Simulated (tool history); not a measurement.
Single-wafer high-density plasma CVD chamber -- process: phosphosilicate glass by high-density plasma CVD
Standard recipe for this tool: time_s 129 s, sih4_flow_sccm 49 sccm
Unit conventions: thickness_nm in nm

run,hour,time_s,sih4_flow_sccm,"read-back reference wafer on the same gauge, thickness_nm",thickness_nm
1,0.0,138,42,617.272,571.777
2,11.3,138,42,617.343,571.783
3,25.7,129,47,617.854,606.887
4,35.7,129,47,617.673,601.249
5,51.3,129,47,616.745,609.411
6,69.3,141,53,618.848,739.611
7,81.1,129,52,618.935,664.746
8,99.1,113,49,618.140,550.174
9,115.2,113,49,617.844,546.788
10,122.8,129,49,618.916,622.442
11,129.4,129,49,616.782,629.031
12,140.0,110,49,619.295,535.285
13,150.9,110,49,618.680,536.772
14,164.7,110,49,618.078,536.840
15,178.3,129,49,617.464,628.582
16,190.2,129,49,619.180,627.846
# hour 202.4: gauge calibrated
17,207.6,129,49,617.213,628.761
18,223.9,129,49,618.700,629.043
19,235.4,129,49,618.730,625.812
20,248.8,116,58,618.250,669.615
21,266.8,129,49,618.149,624.644
22,278.4,114,43,618.890,487.226
23,291.7,110,49,616.490,532.421
24,304.3,105,42,618.810,438.961
# hour 335.2: silane flow controller replaced
25,344.4,122,42,618.672,510.960
26,352.4,144,58,619.140,828.332
27,358.6,113,58,616.954,646.320
28,364.6,129,54,618.117,690.393
29,383.3,103,55,619.841,566.652
30,389.5,129,41,618.420,529.990
31,440.8,118,40,618.052,468.001
32,454.3,129,49,619.351,625.603
33,460.8,139,44,617.991,612.475
34,466.9,142,43,617.740,608.017
35,481.2,110,44,618.003,483.825
36,491.3,118,40,617.980,468.746
37,497.4,112,49,617.509,541.743
38,513.0,146,42,618.940,609.188

What was the tool's hidden state at every run in the log?
delivered silane flow above the setpoint (%): 0 across all the runs
gauge reads high (%): 0 across all the runs
